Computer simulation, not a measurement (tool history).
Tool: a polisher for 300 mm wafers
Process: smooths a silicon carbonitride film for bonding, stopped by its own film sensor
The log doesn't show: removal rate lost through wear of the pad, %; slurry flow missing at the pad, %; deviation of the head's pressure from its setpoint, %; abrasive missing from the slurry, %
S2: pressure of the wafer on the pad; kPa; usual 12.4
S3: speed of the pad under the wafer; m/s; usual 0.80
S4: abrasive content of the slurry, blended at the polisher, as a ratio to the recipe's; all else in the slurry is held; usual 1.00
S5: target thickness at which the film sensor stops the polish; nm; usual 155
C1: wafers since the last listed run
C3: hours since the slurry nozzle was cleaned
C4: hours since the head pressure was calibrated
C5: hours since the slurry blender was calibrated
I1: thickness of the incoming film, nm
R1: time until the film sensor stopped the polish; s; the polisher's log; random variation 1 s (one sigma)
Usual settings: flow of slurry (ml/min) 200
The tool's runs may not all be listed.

Run 1, hour 0.0: usual settings; C1 0; wafers polished on this pad 1617; C3 439.8; C4 235.8; C5 310.1; I1 176.1. Result: R1 114.1 s.
At hour 2.6: slurry blender recalibrated.
Run 2, hour 34.8: usual settings; C1 256; wafers polished on this pad 1874; C3 474.6; C4 270.6; C5 32.2; I1 178.4. Result: R1 122.4 s.
At hour 56.3: worn pad replaced by a new one.
At hour 71.6: slurry nozzle cleaned.
Run 3, hour 95.2: usual settings; C1 433; wafers polished on this pad 296; C3 23.6; C4 331.0; C5 92.6; I1 180.4. Result: R1 133.1 s.
Run 4, hour 146.2: usual settings; C1 399; wafers polished on this pad 695; C3 74.6; C4 382.0; C5 143.6; I1 180.2. Result: R1 134.0 s.
Run 5, hour 215.0: usual settings; C1 538; wafers polished on this pad 1234; C3 143.4; C4 450.8; C5 212.4; I1 180.0. Result: R1 134.6 s.
Run 6, hour 259.5: usual settings; C1 348; wafers polished on this pad 1582; C3 187.9; C4 495.3; C5 256.9; I1 181.6. Result: R1 144.0 s.
At hour 271.1: slurry blender recalibrated.
Run 7, hour 294.1: usual settings; C1 255; wafers polished on this pad 1837; C3 222.5; C4 529.9; C5 23.0; I1 179.7. Result: R1 128.1 s.
Run 8, hour 321.7: usual settings; C1 216; wafers polished on this pad 2053; C3 250.1; C4 557.5; C5 50.6; I1 182.4. Result: R1 142.5 s.
At hour 347.7: worn pad replaced by a new one.
Run 9, hour 348.6: usual settings but S3 1.00 m/s, S5 160 nm; C1 179; wafers polished on this pad 7; C3 277.0; C4 584.4; C5 77.5; I1 180.8. Result: R1 92.9 s.
Run 10, hour 402.3: usual settings but S3 1.00 m/s, S5 160 nm; C1 420; wafers polished on this pad 427; C3 330.7; C4 638.1; C5 131.2; I1 182.1. Result: R1 100.8 s.
Run 11, hour 429.6: usual settings; C1 213; wafers polished on this pad 641; C3 358.0; C4 665.4; C5 158.5; I1 182.7. Result: R1 148.6 s.
Run 12, hour 482.6: usual settings; C1 414; wafers polished on this pad 1056; C3 411.0; C4 718.4; C5 211.5; I1 180.8. Result: R1 140.1 s.
At hour 525.9: head pressure recalibrated.
Run 13, hour 541.9: usual settings; C1 448; wafers polished on this pad 1504; C3 470.3; C4 16.0; C5 270.8; I1 178.5. Result: R1 126.0 s.
At hour 572.7: slurry nozzle cleaned.
Run 14, hour 573.2: usual settings; C1 237; wafers polished on this pad 1741; C3 0.5; C4 47.3; C5 302.1; I1 180.4. Result: R1 138.2 s.
At hour 590.6: slurry blender recalibrated.
Run 15, hour 598.2: usual settings but flow of slurry (ml/min) 240; C1 180; wafers polished on this pad 1921; C3 25.5; C4 72.3; C5 7.6; I1 178.9. Result: R1 122.3 s.
At hour 651.0: worn pad replaced by a new one.
Run 16, hour 664.3: usual settings; C1 486; wafers polished on this pad 104; C3 91.6; C4 138.4; C5 73.7; I1 180.9. Result: R1 135.9 s.
Run 17, hour 712.7: usual settings but S3 1.00 m/s, S5 160 nm; C1 378; wafers polished on this pad 482; C3 140.0; C4 186.8; C5 122.1; I1 179.6. Result: R1 89.5 s.
Run 18, hour 771.2: usual settings but flow of slurry (ml/min) 245, S2 9.0 kPa, S4 1.20, S5 163 nm; C1 457; wafers polished on this pad 940; C3 198.5; C4 245.3; C5 180.6; I1 180.8. Result: R1 116.0 s.
Run 19, hour 822.8: usual settings; C1 403; wafers polished on this pad 1344; C3 250.1; C4 296.9; C5 232.2; I1 181.3. Result: R1 141.3 s.
At hour 870.4: slurry blender recalibrated.
Run 20, hour 892.1: usual settings but S3 0.60 m/s, S5 161 nm; C1 526; wafers polished on this pad 1871; C3 319.4; C4 366.2; C5 21.7; I1 182.5. Result: R1 135.9 s.
At hour 905.3: worn pad replaced by a new one.
Run 21, hour 946.1: usual settings; C1 391; wafers polished on this pad 318; C3 373.4; C4 420.2; C5 75.7; I1 177.1. Result: R1 118.0 s.
At hour 981.3: slurry nozzle cleaned.
Run 22, hour 995.6: usual settings but S2 14.5 kPa, S4 1.25, S5 160 nm; C1 379; wafers polished on this pad 698; C3 14.3; C4 469.7; C5 125.2; I1 179.1. Result: R1 80.3 s.
Run 23, hour 1054.3: usual settings but flow of slurry (ml/min) 140, S3 1.00 m/s; C1 459; wafers polished on this pad 1158; C3 73.0; C4 528.4; C5 183.9; I1 179.3. Result: R1 115.4 s.
Run 24, hour 1086.3: usual settings but flow of slurry (ml/min) 255, S5 150 nm; C1 250; wafers polished on this pad 1408; C3 105.0; C4 560.4; C5 215.9; I1 181.0. Result: R1 162.0 s.
Run 25, hour 1119.5: usual settings but S2 15.9 kPa, S3 1.00 m/s, S4 1.20; C1 259; wafers polished on this pad 1668; C3 138.2; C4 593.6; C5 249.1; I1 180.9. Result: R1 87.4 s.
Run 26, hour 1151.6: usual settings; C1 251; wafers polished on this pad 1919; C3 170.3; C4 625.7; C5 281.2; I1 182.2. Result: R1 144.1 s.
At hour 1197.3: slurry blender recalibrated.
Run 27, hour 1221.6: usual settings but S3 1.06 m/s; C1 532; wafers polished on this pad 2451; C3 240.3; C4 695.7; C5 24.3; I1 178.3. Result: R1 98.8 s.
At hour 1233.0: worn pad replaced by a new one.
Run 28, hour 1291.4: usual settings; C1 515; wafers polished on this pad 456; C3 310.1; C4 765.5; C5 94.1; I1 184.0. Result: R1 154.6 s.
At hour 1325.6: head pressure recalibrated.
Run 29, hour 1343.7: usual settings but S4 1.20; C1 393; wafers polished on this pad 850; C3 362.4; C4 18.1; C5 146.4; I1 181.1. Result: R1 127.7 s.
Run 30, hour 1380.2: usual settings but flow of slurry (ml/min) 170, S3 0.56 m/s; C1 285; wafers polished on this pad 1136; C3 398.9; C4 54.6; C5 182.9; I1 178.4. Result: R1 160.0 s.

What the log doesn't show, run by run:
removal rate lost through wear of the pad, %: 0 in every run
slurry flow missing at the pad, %: 0 in every run
deviation of the head's pressure from its setpoint, %: 0 in every run
H1: abrasive missing from the slurry, %
run    H1
  1  9.59
  2  3.83
  3  7.01
  4   8.5
  5  9.58
  6  9.97
  7  2.13
  8     4
  9  5.37
 10  7.19
 11  7.79
 12  8.56
 13  9.04
 14   9.2
 15  1.09
 16  5.46
 17   7.2
 18  8.42
 19  9.02
 20  2.96
 21  6.22
 22  7.96
 23  9.14
 24  9.53
 25  9.83
 26    10
 27  2.79
 28   6.6
 29  8.09
 30  8.74
